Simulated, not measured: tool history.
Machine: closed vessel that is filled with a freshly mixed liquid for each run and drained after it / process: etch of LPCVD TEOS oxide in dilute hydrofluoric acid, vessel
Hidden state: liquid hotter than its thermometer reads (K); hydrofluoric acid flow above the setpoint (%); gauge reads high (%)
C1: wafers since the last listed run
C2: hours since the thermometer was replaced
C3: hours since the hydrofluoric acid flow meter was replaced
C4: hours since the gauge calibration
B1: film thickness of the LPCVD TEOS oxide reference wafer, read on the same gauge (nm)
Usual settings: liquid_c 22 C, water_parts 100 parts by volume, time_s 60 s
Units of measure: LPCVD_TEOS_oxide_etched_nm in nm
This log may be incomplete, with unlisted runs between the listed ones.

Run 1, hour 0: usual settings; C1 0; C2 423; C3 1910.9; C4 176.8; B1 119.99. Result: LPCVD_TEOS_oxide_etched_nm 9.4 nm.
Run 2, hour 26.5: usual settings; C1 3562; C2 449.5; C3 1937.4; C4 203.3; B1 120. Result: LPCVD_TEOS_oxide_etched_nm 9.51 nm.
Run 3, hour 41.9: usual settings; C1 2070; C2 464.9; C3 1952.8; C4 218.7; B1 119.97. Result: LPCVD_TEOS_oxide_etched_nm 9.54 nm.
Run 4, hour 64.7: usual settings; C1 3064; C2 487.7; C3 1975.6; C4 241.5; B1 120.02. Result: LPCVD_TEOS_oxide_etched_nm 9.55 nm.
Run 5, hour 85.9: usual settings; C1 2849; C2 508.9; C3 1996.8; C4 262.7; B1 119.99. Result: LPCVD_TEOS_oxide_etched_nm 9.49 nm.
Run 6, hour 108.3: usual settings but water_parts 110 parts by volume; C1 3010; C2 531.3; C3 2019.2; C4 285.1; B1 119.99. Result: LPCVD_TEOS_oxide_etched_nm 8.47 nm.
Run 7, hour 127.1: usual settings but water_parts 110 parts by volume; C1 2527; C2 550.1; C3 2038; C4 303.9; B1 120. Result: LPCVD_TEOS_oxide_etched_nm 8.63 nm.
At hour 138.5: hydrofluoric acid flow meter replaced.
Run 8, hour 157.3: usual settings; C1 3924; C2 580.3; C3 18.8; C4 334.1; B1 120. Result: LPCVD_TEOS_oxide_etched_nm 9.66 nm.
At hour 158.7: gauge calibrated.
At hour 160.6: thermometer replaced.
Run 9, hour 170.5: usual settings; C1 1639; C2 9.9; C3 32; C4 11.8; B1 120.01. Result: LPCVD_TEOS_oxide_etched_nm 8.94 nm.
Run 10, hour 197: usual settings but liquid_c 17 C, time_s 40 s; C1 3562; C2 36.4; C3 58.5; C4 38.3; B1 119.99. Result: LPCVD_TEOS_oxide_etched_nm 4.81 nm.
Run 11, hour 216.8: usual settings; C1 2661; C2 56.2; C3 78.3; C4 58.1; B1 120. Result: LPCVD_TEOS_oxide_etched_nm 8.79 nm.
Run 12, hour 234.2: usual settings but time_s 90 s; C1 2338; C2 73.6; C3 95.7; C4 75.5; B1 120. Result: LPCVD_TEOS_oxide_etched_nm 13.52 nm.
Run 13, hour 248.9: usual settings but time_s 30 s; C1 1975; C2 88.3; C3 110.4; C4 90.2; B1 119.99. Result: LPCVD_TEOS_oxide_etched_nm 4.5 nm.
Run 14, hour 269: usual settings; C1 2701; C2 108.4; C3 130.5; C4 110.3; B1 120. Result: LPCVD_TEOS_oxide_etched_nm 8.83 nm.
Run 15, hour 288.7: usual settings but liquid_c 20 C, water_parts 50 parts by volume, time_s 95 s; C1 2648; C2 128.1; C3 150.2; C4 130; B1 120. Result: LPCVD_TEOS_oxide_etched_nm 27.9 nm.
Run 16, hour 305.9: usual settings but liquid_c 23.5 C; C1 2311; C2 145.3; C3 167.4; C4 147.2; B1 120. Result: LPCVD_TEOS_oxide_etched_nm 9.54 nm.
Run 17, hour 330.2: usual settings but liquid_c 17 C; C1 3266; C2 169.6; C3 191.7; C4 171.5; B1 120.01. Result: LPCVD_TEOS_oxide_etched_nm 7.18 nm.
Run 18, hour 360.2: usual settings; C1 4032; C2 199.6; C3 221.7; C4 201.5; B1 120.03. Result: LPCVD_TEOS_oxide_etched_nm 9.03 nm.

Across each entry between runs, compare the hidden state at the last listed run before it with the hidden state at the first listed run after it:
After run 7, before run 8: hydrofluoric acid flow meter replaced (hour 138.5)
  liquid hotter than its thermometer reads (K): 2.37 -> 2.5
  measured result minus the result with no hidden state, LPCVD_TEOS_oxide_etched_nm: +0.77 -> +0.91 nm
After run 8, before run 9: gauge calibrated (hour 158.7); thermometer replaced (hour 160.6)
  liquid hotter than its thermometer reads (K): 2.5 -> 0.138
  measured result minus the result with no hidden state, LPCVD_TEOS_oxide_etched_nm: +0.91 -> +0.05 nm
